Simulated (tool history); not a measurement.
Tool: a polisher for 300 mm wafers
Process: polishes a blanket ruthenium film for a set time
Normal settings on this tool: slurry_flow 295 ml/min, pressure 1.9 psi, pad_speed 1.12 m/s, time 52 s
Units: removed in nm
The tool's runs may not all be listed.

run,hour,slurry_flow,pressure,pad_speed,time,"incoming thickness of the incoming film, nm",removed
1,0.0,295,1.9,1.12,52,539.2,76.6
2,26.7,295,1.9,1.12,52,529.2,74.8
3,40.2,295,1.9,1.12,52,532.1,73.9
4,69.1,295,1.9,1.20,52,545.0,76.9
# hour 77.7: worn pad replaced by a new one
5,83.4,295,1.7,1.12,47,539.2,66.4
6,113.2,295,2.1,1.12,52,541.3,82.4
7,135.6,295,2.1,1.12,52,534.7,81.8
8,155.7,295,2.1,1.12,52,535.8,80.9
# hour 164.8: head pressure recalibrated
# hour 178.2: slurry nozzle cleaned
9,179.8,295,1.9,1.12,52,542.5,71.9
# hour 193.1: worn pad replaced by a new one
10,198.2,295,2.5,1.12,40,537.7,69.9
11,227.3,295,2.2,1.12,39,537.2,61.5
12,256.7,245,1.9,1.12,37,544.6,51.6
13,281.3,295,1.9,1.12,52,541.4,72.0
# hour 302.6: worn pad replaced by a new one
14,303.4,295,2.1,0.74,45,547.2,48.9
15,353.7,295,1.9,0.88,52,537.5,60.6
16,378.8,295,1.9,1.12,52,539.4,73.8

Had the tool no unlogged condition, and each run kept its random variation, what would the results have been?
Hidden conditions of the tool in this case: removal rate lost through wear of the pad, %; slurry flow missing at the pad, %; deviation of the head's pressure from its setpoint, %.
run,removed
1,76.5
2,76.1
3,75.9
4,80.8
5,64.1
6,81.2
7,82.0
8,82.3
9,77.6
10,69.8
11,62.7
12,53.7
13,76.3
14,48.0
15,61.7
16,76.5
